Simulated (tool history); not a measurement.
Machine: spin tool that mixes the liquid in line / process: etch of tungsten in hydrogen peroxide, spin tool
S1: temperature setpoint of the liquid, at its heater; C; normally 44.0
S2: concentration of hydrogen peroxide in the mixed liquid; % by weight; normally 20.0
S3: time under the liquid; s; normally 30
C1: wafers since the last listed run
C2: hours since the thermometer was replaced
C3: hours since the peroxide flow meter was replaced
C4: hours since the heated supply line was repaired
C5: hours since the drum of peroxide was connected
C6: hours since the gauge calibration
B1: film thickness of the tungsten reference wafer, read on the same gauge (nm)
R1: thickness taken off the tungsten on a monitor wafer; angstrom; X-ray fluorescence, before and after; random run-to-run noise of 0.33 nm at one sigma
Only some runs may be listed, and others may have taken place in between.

Run 1, hour 0.0: usual settings but S1 37.0 C, S3 15 s; C1 0; C2 1110.7; C3 2201.2; C4 3140.1; C5 933.0; C6 49.3; B1 80.00. Result: R1 191.9 angstrom.
Run 2, hour 31.8: usual settings but S1 37.0 C, S3 15 s; C1 360; C2 1142.5; C3 2233.0; C4 3171.9; C5 964.8; C6 81.1; B1 79.98. Result: R1 192.4 angstrom.
Run 3, hour 57.3: usual settings but S1 37.0 C, S3 15 s; C1 288; C2 1168.0; C3 2258.5; C4 3197.4; C5 990.3; C6 106.6; B1 79.99. Result: R1 193.3 angstrom.
Run 4, hour 72.1: usual settings but S2 23.5 % by weight; C1 167; C2 1182.8; C3 2273.3; C4 3212.2; C5 1005.1; C6 121.4; B1 80.00. Result: R1 664.7 angstrom.
Run 5, hour 99.0: usual settings but S2 23.0 % by weight; C1 304; C2 1209.7; C3 2300.2; C4 3239.1; C5 1032.0; C6 148.3; B1 80.00. Result: R1 655.9 angstrom.
Run 6, hour 112.1: usual settings but S1 39.0 C; C1 148; C2 1222.8; C3 2313.3; C4 3252.2; C5 1045.1; C6 161.4; B1 80.00. Result: R1 440.6 angstrom.
Run 7, hour 133.5: usual settings but S1 39.0 C; C1 242; C2 1244.2; C3 2334.7; C4 3273.6; C5 1066.5; C6 182.8; B1 79.98. Result: R1 439.0 angstrom.
Run 8, hour 163.6: usual settings but S1 39.0 C; C1 340; C2 1274.3; C3 2364.8; C4 3303.7; C5 1096.6; C6 212.9; B1 80.00. Result: R1 444.2 angstrom.
Run 9, hour 183.7: usual settings; C1 227; C2 1294.4; C3 2384.9; C4 3323.8; C5 1116.7; C6 233.0; B1 80.02. Result: R1 601.9 angstrom.
At hour 198.0: heated supply line repaired.
Run 10, hour 199.0: usual settings but S3 40 s; C1 161; C2 1309.7; C3 2400.2; C4 1.0; C5 1132.0; C6 248.3; B1 80.02. Result: R1 812.1 angstrom.
Run 11, hour 215.8: usual settings but S3 40 s; C1 190; C2 1326.5; C3 2417.0; C4 17.8; C5 1148.8; C6 265.1; B1 80.04. Result: R1 814.3 angstrom.
At hour 245.6: new drum of peroxide connected.
Run 12, hour 250.8: usual settings but S3 35 s; C1 384; C2 1361.5; C3 2452.0; C4 52.8; C5 5.2; C6 300.1; B1 80.04. Result: R1 708.0 angstrom.
Run 13, hour 280.6: usual settings but S3 35 s; C1 337; C2 1391.3; C3 2481.8; C4 82.6; C5 35.0; C6 329.9; B1 80.00. Result: R1 707.3 angstrom.
At hour 286.4: thermometer replaced.
Run 14, hour 338.6: usual settings but S1 53.0 C, S2 18.0 % by weight, S3 40 s; C1 645; C2 52.2; C3 2539.8; C4 140.6; C5 93.0; C6 387.9; B1 79.95. Result: R1 1324.7 angstrom.
At hour 344.7: gauge calibrated.
Run 15, hour 370.3: usual settings but S3 40 s; C1 358; C2 83.9; C3 2571.5; C4 172.3; C5 124.7; C6 25.6; B1 80.01. Result: R1 806.6 angstrom.
Run 16, hour 383.1: usual settings; C1 144; C2 96.7; C3 2584.3; C4 185.1; C5 137.5; C6 38.4; B1 79.99. Result: R1 601.1 angstrom.
At hour 390.9: peroxide flow meter replaced.
Run 17, hour 396.2: usual settings but S3 45 s; C1 136; C2 109.8; C3 5.3; C4 198.2; C5 150.6; C6 51.5; B1 80.02. Result: R1 903.7 angstrom.
Run 18, hour 410.4: usual settings but S1 50.5 C, S2 16.5 % by weight; C1 160; C2 124.0; C3 19.5; C4 212.4; C5 164.8; C6 65.7; B1 79.98. Result: R1 838.4 angstrom.
Run 19, hour 434.5: usual settings but S3 15 s; C1 272; C2 148.1; C3 43.6; C4 236.5; C5 188.9; C6 89.8; B1 80.02. Result: R1 303.0 angstrom.
Run 20, hour 454.1: usual settings; C1 221; C2 167.7; C3 63.2; C4 256.1; C5 208.5; C6 109.4; B1 79.97. Result: R1 607.3 angstrom.
Run 21, hour 471.6: usual settings but S1 37.5 C, S3 45 s; C1 198; C2 185.2; C3 80.7; C4 273.6; C5 226.0; C6 126.9; B1 79.99. Result: R1 598.2 angstrom.
Run 22, hour 552.1: usual settings but S1 39.0 C, S2 15.0 % by weight, S3 25 s; C1 911; C2 265.7; C3 161.2; C4 354.1; C5 306.5; C6 207.4; B1 79.98. Result: R1 319.3 angstrom.
Run 23, hour 579.6: usual settings but S1 39.0 C; C1 311; C2 293.2; C3 188.7; C4 381.6; C5 334.0; C6 234.9; B1 80.00. Result: R1 438.5 angstrom.
Run 24, hour 610.6: usual settings but S1 47.0 C, S3 20 s; C1 350; C2 324.2; C3 219.7; C4 412.6; C5 365.0; C6 265.9; B1 80.00. Result: R1 490.4 angstrom.
Run 25, hour 638.3: usual settings; C1 313; C2 351.9; C3 247.4; C4 440.3; C5 392.7; C6 293.6; B1 80.00. Result: R1 605.1 angstrom.
Run 26, hour 659.5: usual settings but S1 51.0 C, S3 20 s; C1 240; C2 373.1; C3 268.6; C4 461.5; C5 413.9; C6 314.8; B1 80.01. Result: R1 628.0 angstrom.

Describe how what the log doesn't record of the tool's condition differs between the last listed run preceding each entry between runs and the first listed run following it.
In the gap between runs 9 and 10: heated supply line repaired (hour 198.0)
  no hidden state differs between the two runs
In the gap between runs 11 and 12: new drum of peroxide connected (hour 245.6)
  no hidden state differs between the two runs
In the gap between runs 13 and 14: thermometer replaced (hour 286.4)
  no hidden state differs between the two runs
In the gap between runs 14 and 15: gauge calibrated (hour 344.7)
  no hidden state differs between the two runs
In the gap between runs 16 and 17: peroxide flow meter replaced (hour 390.9)
  no hidden state differs between the two runs

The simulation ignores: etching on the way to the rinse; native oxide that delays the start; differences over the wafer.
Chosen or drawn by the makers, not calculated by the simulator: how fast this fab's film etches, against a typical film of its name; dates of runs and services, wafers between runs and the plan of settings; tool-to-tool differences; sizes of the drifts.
